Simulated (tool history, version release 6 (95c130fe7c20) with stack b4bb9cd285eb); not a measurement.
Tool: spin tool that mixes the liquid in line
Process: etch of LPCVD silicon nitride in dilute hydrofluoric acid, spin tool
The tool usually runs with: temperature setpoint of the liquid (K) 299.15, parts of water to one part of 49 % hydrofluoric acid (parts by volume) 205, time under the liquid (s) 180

run    hour  temperature setpoint of the liquid (K)  parts of water to one part of 49 % hydrofluoric acid (parts by volume)  time under the liquid (s)  wafers since the last listed run  hours since the thermometer was replaced  hours since the hydrofluoric acid flow meter was replaced  hours since the gauge calibration  read-back film thickness of the LPCVD silicon nitride reference wafer, read on the same gauge (nm)  thickness taken off the LPCVD silicon nitride on a monitor wafer (nm)
  1       0                                  302.15                                                                     205                        180                                 0                                    1890.5                                                        435                              911.1                                                                                              39.999                                                                  0.622
        5.3  -- gauge calibrated
       31.3  -- hydrofluoric acid flow meter replaced
  2    89.8                                  302.15                                                                     205                        180                               737                                    1980.3                                                       58.5                               84.5                                                                                              40.049                                                                   0.59
  3   154.1                                  302.15                                                                     205                        180                               533                                    2044.6                                                      122.8                              148.8                                                                                              40.018                                                                  0.596
  4   193.8                                  299.15                                                                     205                        180                               329                                    2084.3                                                      162.5                              188.5                                                                                              40.003                                                                  0.468
  5   249.3                                  299.15                                                                     205                        180                               460                                    2139.8                                                        218                                244                                                                                              39.996                                                                   0.49
  6   335.1                                  299.15                                                                     205                        180                               712                                    2225.6                                                      303.8                              329.8                                                                                              40.011                                                                  0.486
  7   376.7                                  299.15                                                                     205                        180                               345                                    2267.2                                                      345.4                              371.4                                                                                              40.005                                                                  0.494
  8   424.6                                  301.15                                                                     205                        180                               397                                    2315.1                                                      393.3                              419.3                                                                                              40.009                                                                  0.548
  9   487.9                                  297.15                                                                     180                        140                               525                                    2378.4                                                      456.6                              482.6                                                                                              39.995                                                                  0.405
      510.1  -- hydrofluoric acid flow meter replaced
 10   530.4                                  299.15                                                                     205                        180                               344                                    2420.9                                                       20.3                              525.1                                                                                              39.967                                                                  0.496
 11   577.6                                  296.65                                                                     235                        150                               391                                    2468.1                                                       67.5                              572.3                                                                                              40.006                                                                  0.321
 12   645.1                                  299.15                                                                     205                         70                               560                                    2535.6                                                        135                              639.8                                                                                              39.982                                                                  0.197
      702.9  -- thermometer replaced
      775.6  -- gauge calibrated
 13   914.8                                  301.15                                                                     205                        180                              2230                                     211.9                                                      404.7                              139.2                                                                                              40.007                                                                  0.576
 14   963.9                                  301.15                                                                     155                        280                               407                                       261                                                      453.8                              188.3                                                                                              39.993                                                                  1.221
     1034.9  -- hydrofluoric acid flow meter replaced
 15  1041.6                                  303.65                                                                     205                         95                               636                                     338.7                                                        6.7                                266                                                                                              40.003                                                                  0.314

What the log doesn't show, run by run:
liquid colder than its thermometer reads (K): 0, the same for each run
hydrofluoric acid flow below the setpoint (%): 0, the same for each run
gauge reads high (%): 0, the same for each run
